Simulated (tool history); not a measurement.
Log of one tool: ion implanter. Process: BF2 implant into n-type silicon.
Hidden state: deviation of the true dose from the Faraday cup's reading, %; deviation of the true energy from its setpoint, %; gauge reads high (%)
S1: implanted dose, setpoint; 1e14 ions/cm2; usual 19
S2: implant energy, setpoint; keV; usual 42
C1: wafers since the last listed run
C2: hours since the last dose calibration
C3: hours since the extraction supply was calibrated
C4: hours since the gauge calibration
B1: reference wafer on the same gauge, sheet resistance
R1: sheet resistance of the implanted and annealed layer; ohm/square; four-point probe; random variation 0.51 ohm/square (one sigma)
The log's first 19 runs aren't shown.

run,day,S1,S2,C1,C2,C3,C4,B1,R1
20,67.704,19,42,1038,1076.5,340.2,715.3,115.04,114.41
21,73.758,19,48.5,1781,1221.8,485.5,860.6,114.96,104.78
22,78.246,23.71,42,1320,1329.5,593.2,968.3,115.12,111.11
23,80.804,23.12,42,752,1390.9,654.6,1029.7,114.78,111.51
24,84.229,19,42,1007,1473.1,736.8,1111.9,114.99,113.26
25,86.054,19,42,536,1516.9,780.6,1155.7,114.93,114.99
26,87.633,24.3,30,464,1554.8,818.5,1193.6,115.05,133.9
27,91.412,17.54,52.5,1111,1645.5,909.2,1284.3,114.98,103
28,94.729,23.16,48,975,1725.1,988.8,1363.9,114.86,103.66
29,97.8,23.53,42,903,1798.8,1062.5,1437.6,115.03,110.64
30,99.925,19,42,625,1849.8,1113.5,1488.6,114.98,113.73
31,102.275,16.4,42,691,1906.2,1169.9,1545,115.11,117.26
# day 105.075: Faraday cup replaced and dose calibrated
32,105.096,24.16,37.5,731,0.5,1237.6,1612.7,115.04,119.13
33,114.612,19,32,2799,228.9,1466,1841.1,114.79,131.99
34,116.567,24.52,28.5,574,275.8,1512.9,1888,115.1,138.61
35,118.483,14.75,51.5,563,321.8,1558.9,1934,114.98,108.28
36,121.825,22.81,33,983,402,1639.1,2014.2,115.02,127.68
37,124.908,23.57,51.5,907,476,1713.1,2088.2,114.89,99.25

Forecast each of these 4 alternatives for the next run:
A,124.925,16.02,42,4,476.4,1713.5,2088.6,?,?
B,124.925,22.89,28.5,4,476.4,1713.5,2088.6,?,?
C,124.925,19,54,4,476.4,1713.5,2088.6,?,?
D,124.925,21.03,48,4,476.4,1713.5,2088.6,?,?

run,B1,R1
A,114.98,118
B,114.98,139.73
C,114.98,100.22
D,114.98,105.59
Without the tool's hidden state the same runs would have given:
run,R1
A,116.71
B,138.18
C,99.07
D,104.34
